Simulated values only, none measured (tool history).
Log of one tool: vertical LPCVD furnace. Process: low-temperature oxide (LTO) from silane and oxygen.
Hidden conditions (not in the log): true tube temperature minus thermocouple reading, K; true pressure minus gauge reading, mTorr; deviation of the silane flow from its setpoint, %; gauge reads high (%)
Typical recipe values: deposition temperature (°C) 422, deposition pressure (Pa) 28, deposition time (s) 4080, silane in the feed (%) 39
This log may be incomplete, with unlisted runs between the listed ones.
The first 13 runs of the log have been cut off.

| run | hour | deposition temperature (°C) | deposition pressure (Pa) | deposition time (s) | silane in the feed (%) | wafers since the last listed run | hours since the last temperature calibration | hours since the pressure gauge was zeroed | hours since the silane flow controller was replaced | hours since the gauge calibration | read-back reference wafer on the same gauge, thickness | film thickness on the monitor wafer in the middle of the boat (Å) |
|---|---|---|---|---|---|---|---|---|---|---|---|---|
| 14 | 377.1 | 425 | 28 | 4080 | 39 | 273 | 1423.9 | 60.7 | 5391.7 | 266.8 | 860.08 | 8512.8 |
| 15 | 409 | 422 | 28 | 3270 | 39 | 337 | 1455.8 | 92.6 | 5423.6 | 298.7 | 859.66 | 6678.2 |
| 16 | 432.3 | 422 | 28 | 4080 | 39 | 246 | 1479.1 | 115.9 | 5446.9 | 322 | 859.71 | 8237.7 |
|  | 461.3 | thermocouples replaced and temperature profile calibrated |
| 17 | 461.8 | 422 | 28 | 4080 | 39 | 58 | 0.5 | 145.4 | 5476.4 | 351.5 | 861.39 | 7992.8 |
| 18 | 482.9 | 430 | 28 | 4080 | 43 | 223 | 21.6 | 166.5 | 5497.5 | 372.6 | 861.1 | 9600.3 |
|  | 521.4 | silane flow controller replaced |
| 19 | 521.9 | 422 | 22.7 | 4080 | 33 | 158 | 60.6 | 205.5 | 0.5 | 411.6 | 860.92 | 5300.3 |
| 20 | 527.4 | 419 | 28 | 5520 | 45 | 58 | 66.1 | 211 | 6 | 417.1 | 860.04 | 12265.3 |
| 21 | 542 | 422 | 28 | 4920 | 39 | 154 | 80.7 | 225.6 | 20.6 | 431.7 | 862.09 | 9779.5 |
| 22 | 566.9 | 422 | 28 | 4080 | 39 | 263 | 105.6 | 250.5 | 45.5 | 456.6 | 861.18 | 7938.6 |
| 23 | 589.7 | 422 | 28 | 4080 | 39 | 241 | 128.4 | 273.3 | 68.3 | 479.4 | 859.42 | 7970.1 |
| 24 | 607.8 | 416 | 28 | 5550 | 42 | 191 | 146.5 | 291.4 | 86.4 | 497.5 | 861.44 | 11188.5 |
| 25 | 623.6 | 422 | 28 | 2460 | 39 | 167 | 162.3 | 307.2 | 102.2 | 513.3 | 861.3 | 4884.3 |
| 26 | 654.9 | 422 | 28 | 4080 | 43 | 331 | 193.6 | 338.5 | 133.5 | 544.6 | 863.01 | 8994.5 |
| 27 | 677 | 415 | 28 | 3510 | 44 | 234 | 215.7 | 360.6 | 155.6 | 566.7 | 860.82 | 7413 |
| 28 | 689.4 | 422 | 28 | 4080 | 39 | 131 | 228.1 | 373 | 168 | 579.1 | 860.95 | 8089.2 |
| 29 | 724.9 | 422 | 28 | 4080 | 34 | 375 | 263.6 | 408.5 | 203.5 | 614.6 | 861.85 | 6911.2 |
| 30 | 754 | 422 | 28 | 4080 | 39 | 308 | 292.7 | 437.6 | 232.6 | 643.7 | 861.84 | 8063.2 |
| 31 | 766.4 | 433 | 28 | 2610 | 39 | 131 | 305.1 | 450 | 245 | 656.1 | 861.01 | 5780.8 |

Here are 4 independent what-if runs from the current tool condition. What would each one return?
| A | 771.9 | 422 | 28 | 4080 | 39 | 58 | 310.6 | 455.5 | 250.5 | 661.6 | ? | ? |
| B | 771.9 | 422 | 21.3 | 3660 | 39 | 58 | 310.6 | 455.5 | 250.5 | 661.6 | ? | ? |
| C | 771.9 | 422 | 33.3 | 4080 | 39 | 58 | 310.6 | 455.5 | 250.5 | 661.6 | ? | ? |
| D | 771.9 | 422 | 28 | 5010 | 39 | 58 | 310.6 | 455.5 | 250.5 | 661.6 | ? | ? |

| run | read-back reference wafer on the same gauge, thickness | film thickness on the monitor wafer in the middle of the boat (Å) |
|---|---|---|
| A | 861.17 | 8090.4 |
| B | 861.17 | 5529.6 |
| C | 861.17 | 9631.5 |
| D | 861.17 | 9934.6 |
With the hidden condition removed and each run's random variation left untouched, the same runs would have given:
| run | film thickness on the monitor wafer in the middle of the boat (Å) |
|---|---|
| A | 7927.3 |
| B | 5418.1 |
| C | 9437.2 |
| D | 9734.2 |
